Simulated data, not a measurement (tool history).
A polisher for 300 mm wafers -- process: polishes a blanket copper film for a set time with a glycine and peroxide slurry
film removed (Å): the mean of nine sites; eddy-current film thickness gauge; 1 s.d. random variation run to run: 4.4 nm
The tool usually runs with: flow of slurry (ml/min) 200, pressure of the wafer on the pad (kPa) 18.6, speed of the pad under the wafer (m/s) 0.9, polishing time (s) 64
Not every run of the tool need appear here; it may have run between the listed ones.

run   hour  flow of slurry (ml/min)  pressure of the wafer on the pad (kPa)  speed of the pad under the wafer (m/s)  polishing time (s)  wafers since the last listed run  wafers polished on this pad  hours since the slurry nozzle was cleaned  hours since the head pressure was calibrated  incoming thickness of the incoming film, nm  film removed (Å)
  1      0                      200                                    18.6                                     0.9                  77                                 0                         1153                                      282.8                                         685.8                                       1554.7              3968
       3.9  -- worn pad replaced by a new one
  2   11.5                      200                                    18.6                                     0.9                  64                                59                           59                                      294.3                                         697.3                                       1565.7              3317
  3   28.6                      200                                    18.6                                     0.9                  64                               134                          194                                      311.4                                         714.4                                       1575.8              3223
  4   45.4                      200                                    18.6                                     0.9                  64                               132                          327                                      328.2                                         731.2                                       1538.3              3266
  5   56.4                      200                                    18.6                                     0.9                  64                                86                          413                                      339.2                                         742.2                                       1580.1              3302
  6   64.1                      200                                    18.6                                     0.9                  64                                60                          474                                      346.9                                         749.9                                       1565.7              3360
  7   73.5                      200                                    18.6                                     0.9                  64                                74                          548                                      356.3                                         759.3                                       1570.2              3325
  8   85.6                      200                                    18.6                                     0.9                  64                                95                          644                                      368.4                                         771.4                                       1555.6              3152
  9  100.5                      200                                    18.6                                     0.9                  64                               117                          761                                      383.3                                         786.3                                       1542.5              3149
 10  107.8                      200                                    18.6                                    0.98                  64                                57                          819                                      390.6                                         793.6                                       1547.3              3452
 11  114.8                      200                                    18.6                                    0.98                  64                                55                          874                                      397.6                                         800.6                                       1543.9              3370
 12  149.1                      200                                    18.6                                    0.98                  64                               270                         1145                                      431.9                                         834.9                                       1561.6              3432
 13  174.3                      200                                    18.6                                     0.9                  64                               198                         1343                                      457.1                                         860.1                                       1549.3              3151
 14  183.9                      200                                    15.2                                     0.9                  64                                75                         1419                                      466.7                                         869.7                                       1564.3              2662
 15  191.5                      200                                    15.2                                     0.9                  64                                59                         1479                                      474.3                                         877.3                                         1566              2667
     203.4  -- worn pad replaced by a new one
     204.8  -- slurry nozzle cleaned
 16  208.4                      200                                    15.2                                     0.9                  64                                93                           31                                        3.6                                         894.2                                       1553.5              2967
 17  221.6                      150                                    24.1                                    0.78                  64                               104                          135                                       16.8                                         907.4                                       1556.5              3685
 18    231                      200                                    18.6                                     0.9                  64                                74                          209                                       26.2                                         916.8                                       1553.9              3332
 19  244.5                      200                                    15.2                                     0.9                  72                               106                          316                                       39.7                                         930.3                                       1566.2              3308
     249.6  -- head pressure recalibrated
 20  256.6                      200                                    15.2                                     0.9                  64                                79                          396                                       51.8                                             7                                       1588.8              2629
 21  267.4                      200                                    18.6                                     0.9                  64                                85                          481                                       62.6                                          17.8                                         1555              3112
 22  279.5                      200                                    13.1                                    0.66                  64                                95                          576                                       74.7                                          29.9                                       1544.4              1962
 23  286.6                      200                                    18.6                                     0.9                  76                                55                          632                                       81.8                                            37                                       1542.1              3832
 24  296.5                      255                                    18.6                                     0.9                  64                                78                          710                                       91.7                                          46.9                                       1576.1              3224
 25  303.4                      265                                    13.8                                    1.12                  73                                54                          765                                       98.6                                          53.8                                       1580.1              3398
 26  314.1                      200                                    14.5                                     0.9                  64                                84                          849                                      109.3                                          64.5                                       1539.1              2613
 27  329.3                      265                                    18.6                                     0.9                  75                               119                          969                                      124.5                                          79.7                                       1569.7              3925
 28  335.3                      200                                    18.6                                     0.9                  64                                47                         1016                                      130.5                                          85.7                                       1556.6              3211
 29  348.1                      200                                    18.6                                     0.9                  64                               100                         1117                                      143.3                                          98.5                                       1584.8              3171
     354.6  -- worn pad replaced by a new one
 30  365.2                      220                                    18.6                                     0.9                  76                               103                           83                                      160.4                                         115.6                                       1551.8              3819
 31  378.2                      200                                    18.6                                    0.98                  55                               102                          185                                      173.4                                         128.6                                       1551.7              2880
 32  394.9                      200                                    18.6                                     0.7                  64                               131                          317                                      190.1                                         145.3                                       1586.1              2754
 33    405                      265                                    23.4                                       1                  85                                79                          397                                      200.2                                         155.4                                       1564.3              5928

Results per run with the tool's hidden condition removed, run-to-run variation unchanged:
The hidden state here: removal rate lost through wear of the pad, %; slurry flow missing at the pad, %; deviation of the head's pressure from its setpoint, %.
run  film removed (Å)
  1              3768
  2              3156
  3              3074
  4              3124
  5              3166
  6              3227
  7              3200
  8              3042
  9              3051
 10              3347
 11              3274
 12              3372
 13              3131
 14              2666
 15              2681
 16              2741
 17              3390
 18              3067
 19              3056
 20              2652
 21              3128
 22              1966
 23              3830
 24              3209
 25              3376
 26              2595
 27              3874
 28              3171
 29              3124
 30              3746
 31              2822
 32              2697
 33              5759
